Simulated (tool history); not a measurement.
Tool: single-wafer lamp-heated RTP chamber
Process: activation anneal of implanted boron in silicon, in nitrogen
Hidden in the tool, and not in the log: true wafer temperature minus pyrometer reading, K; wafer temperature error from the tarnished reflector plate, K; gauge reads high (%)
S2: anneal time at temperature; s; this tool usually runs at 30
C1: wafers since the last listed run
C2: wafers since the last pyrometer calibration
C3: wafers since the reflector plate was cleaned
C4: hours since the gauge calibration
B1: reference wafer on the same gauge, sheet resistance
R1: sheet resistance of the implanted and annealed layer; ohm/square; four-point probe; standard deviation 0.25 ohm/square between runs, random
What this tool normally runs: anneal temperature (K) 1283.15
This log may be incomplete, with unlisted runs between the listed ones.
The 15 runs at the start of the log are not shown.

Run 16, hour 195.9: usual settings but S2 24 s; C1 161; C2 760; C3 5332; C4 33.0; B1 87.73. Result: R1 94.96 ohm/square.
Run 17, hour 212.3: usual settings but anneal temperature (K) 1263.15, S2 46 s; C1 268; C2 1029; C3 5600; C4 49.4; B1 87.71. Result: R1 96.13 ohm/square.
Run 18, hour 230.9: usual settings but anneal temperature (K) 1291.15; C1 304; C2 1333; C3 5904; C4 68.0; B1 87.75. Result: R1 93.61 ohm/square.
Run 19, hour 241.2: usual settings but anneal temperature (K) 1301.15, S2 45 s; C1 168; C2 1501; C3 6073; C4 78.3; B1 87.68. Result: R1 92.80 ohm/square.
Run 20, hour 250.6: usual settings but anneal temperature (K) 1305.15; C1 153; C2 1655; C3 6226; C4 87.7; B1 87.74. Result: R1 92.41 ohm/square.
Run 21, hour 265.3: usual settings but anneal temperature (K) 1301.15, S2 45 s; C1 240; C2 1896; C3 6467; C4 102.4; B1 87.65. Result: R1 92.29 ohm/square.
Run 22, hour 273.4: usual settings but anneal temperature (K) 1273.15, S2 44 s; C1 132; C2 2028; C3 6599; C4 110.5; B1 87.73. Result: R1 94.45 ohm/square.
Run 23, hour 290.9: usual settings but anneal temperature (K) 1300.15; C1 286; C2 2314; C3 6885; C4 128.0; B1 87.72. Result: R1 92.45 ohm/square.
Run 24, hour 307.9: usual settings but anneal temperature (K) 1295.15; C1 278; C2 2592; C3 7164; C4 145.0; B1 87.64. Result: R1 92.77 ohm/square.
At hour 332.1: reflector plate cleaned.
Run 25, hour 340.2: usual settings but S2 13 s; C1 397; C2 2990; C3 131; C4 177.3; B1 87.77. Result: R1 96.67 ohm/square.
Run 26, hour 346.5: usual settings but anneal temperature (K) 1259.15, S2 39 s; C1 103; C2 3093; C3 234; C4 183.6; B1 87.77. Result: R1 99.50 ohm/square.
Run 27, hour 360.5: usual settings but anneal temperature (K) 1268.15, S2 12 s; C1 228; C2 3322; C3 463; C4 197.6; B1 87.76. Result: R1 99.89 ohm/square.
Run 28, hour 413.9: usual settings but S2 25 s; C1 873; C2 4195; C3 1337; C4 251.0; B1 87.66. Result: R1 94.70 ohm/square.
Run 29, hour 429.4: usual settings; C1 253; C2 4449; C3 1590; C4 266.5; B1 87.68. Result: R1 94.08 ohm/square.
Run 30, hour 442.2: usual settings but anneal temperature (K) 1308.15, S2 39 s; C1 209; C2 4658; C3 1800; C4 279.3; B1 87.73. Result: R1 91.83 ohm/square.
Run 31, hour 454.7: usual settings but anneal temperature (K) 1254.15, S2 36 s; C1 204; C2 4863; C3 2004; C4 291.8; B1 87.77. Result: R1 100.16 ohm/square.
Run 32, hour 465.5: usual settings; C1 176; C2 5039; C3 2181; C4 302.6; B1 87.66. Result: R1 94.35 ohm/square.

What if the next run were any one of these 4? Each begins from the tool's condition after run 32:
Run A, hour 465.9: usual settings but S2 41 s; C1 6; C2 5046; C3 2187; C4 303.0; B1 ?. Result: R1 ?.
Run B, hour 465.9: usual settings but anneal temperature (K) 1265.15, S2 16 s; C1 6; C2 5046; C3 2187; C4 303.0; B1 ?. Result: R1 ?.
Run C, hour 465.9: usual settings but anneal temperature (K) 1311.15, S2 45 s; C1 6; C2 5046; C3 2187; C4 303.0; B1 ?. Result: R1 ?.
Run D, hour 465.9: usual settings but anneal temperature (K) 1260.15; C1 6; C2 5046; C3 2187; C4 303.0; B1 ?. Result: R1 ?.

run     B1     R1
  A  87.71  94.11
  B  87.71  99.35
  C  87.71  91.88
  D  87.71  98.99
Without the tool's hidden state the same runs would have given:
run      R1
  A   94.68
  B  101.27
  C   92.21
  D  100.82
